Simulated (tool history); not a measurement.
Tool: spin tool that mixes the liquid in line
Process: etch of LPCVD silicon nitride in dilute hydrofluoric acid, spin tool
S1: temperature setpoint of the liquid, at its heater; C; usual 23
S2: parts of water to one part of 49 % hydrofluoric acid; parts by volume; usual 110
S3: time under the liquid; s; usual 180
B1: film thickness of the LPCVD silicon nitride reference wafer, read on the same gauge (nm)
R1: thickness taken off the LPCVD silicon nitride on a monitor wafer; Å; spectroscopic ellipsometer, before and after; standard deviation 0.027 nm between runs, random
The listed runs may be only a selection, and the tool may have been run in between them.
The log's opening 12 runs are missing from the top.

run 13 hour=583.5 | S1=21.5 S2=160 S3=180 | B1=30.005 | R1=6.55
-- hour=627.1 hydrofluoric acid flow meter replaced
run 14 hour=645.4 | S1=23 S2=110 S3=180 | B1=29.997 | R1=10.77
run 15 hour=677.9 | S1=23 S2=110 S3=180 | B1=29.997 | R1=10.83
run 16 hour=736.1 | S1=23 S2=110 S3=180 | B1=29.975 | R1=9.98
run 17 hour=772.4 | S1=23 S2=75 S3=85 | B1=30.015 | R1=7.48
run 18 hour=841.7 | S1=25.5 S2=125 S3=115 | B1=30.001 | R1=7.21
run 19 hour=866.4 | S1=23 S2=110 S3=180 | B1=29.985 | R1=10.31
run 20 hour=925.7 | S1=23 S2=110 S3=180 | B1=30.003 | R1=10.56
run 21 hour=969.4 | S1=21.5 S2=60 S3=180 | B1=29.984 | R1=17.87
run 22 hour=1003.5 | S1=23 S2=110 S3=180 | B1=29.998 | R1=11.01
run 23 hour=1072.8 | S1=25 S2=95 S3=280 | B1=30.013 | R1=22.12
run 24 hour=1104.7 | S1=23 S2=110 S3=210 | B1=29.999 | R1=12.96
-- hour=1114.7 hydrofluoric acid flow meter replaced
run 25 hour=1149.5 | S1=24.5 S2=150 S3=240 | B1=29.991 | R1=12.05
run 26 hour=1202.2 | S1=24.5 S2=85 S3=180 | B1=30.001 | R1=15.9
run 27 hour=1271.1 | S1=21.5 S2=70 S3=180 | B1=29.982 | R1=16.44
run 28 hour=1310.2 | S1=23 S2=110 S3=180 | B1=29.996 | R1=10.84
run 29 hour=1349.3 | S1=26 S2=60 S3=180 | B1=29.993 | R1=24.79
run 30 hour=1418.4 | S1=24.5 S2=110 S3=180 | B1=29.995 | R1=12.11
-- hour=1437.9 gauge calibrated
run 31 hour=1482 | S1=21.5 S2=60 S3=180 | B1=30.005 | R1=18.9
run 32 hour=1550.5 | S1=21.5 S2=110 S3=180 | B1=29.996 | R1=10.54

Predict each of these 4 candidate next runs independently; none follows another, all start after run 32:
run A hour=1551 | S1=23 S2=135 S3=180 | B1=? | R1=?
run B hour=1551 | S1=23 S2=110 S3=140 | B1=? | R1=?
run C hour=1551 | S1=19.5 S2=110 S3=110 | B1=? | R1=?
run D hour=1551 | S1=23 S2=55 S3=180 | B1=? | R1=?

run=A B1=30.009 R1=9.22
run=B B1=30.009 R1=8.78
run=C B1=30.009 R1=5.47
run=D B1=30.009 R1=22.35
Without the tool's hidden state the same runs would have given:
run=A R1=8.39
run=B R1=7.98
run=C R1=4.96
run=D R1=20.27
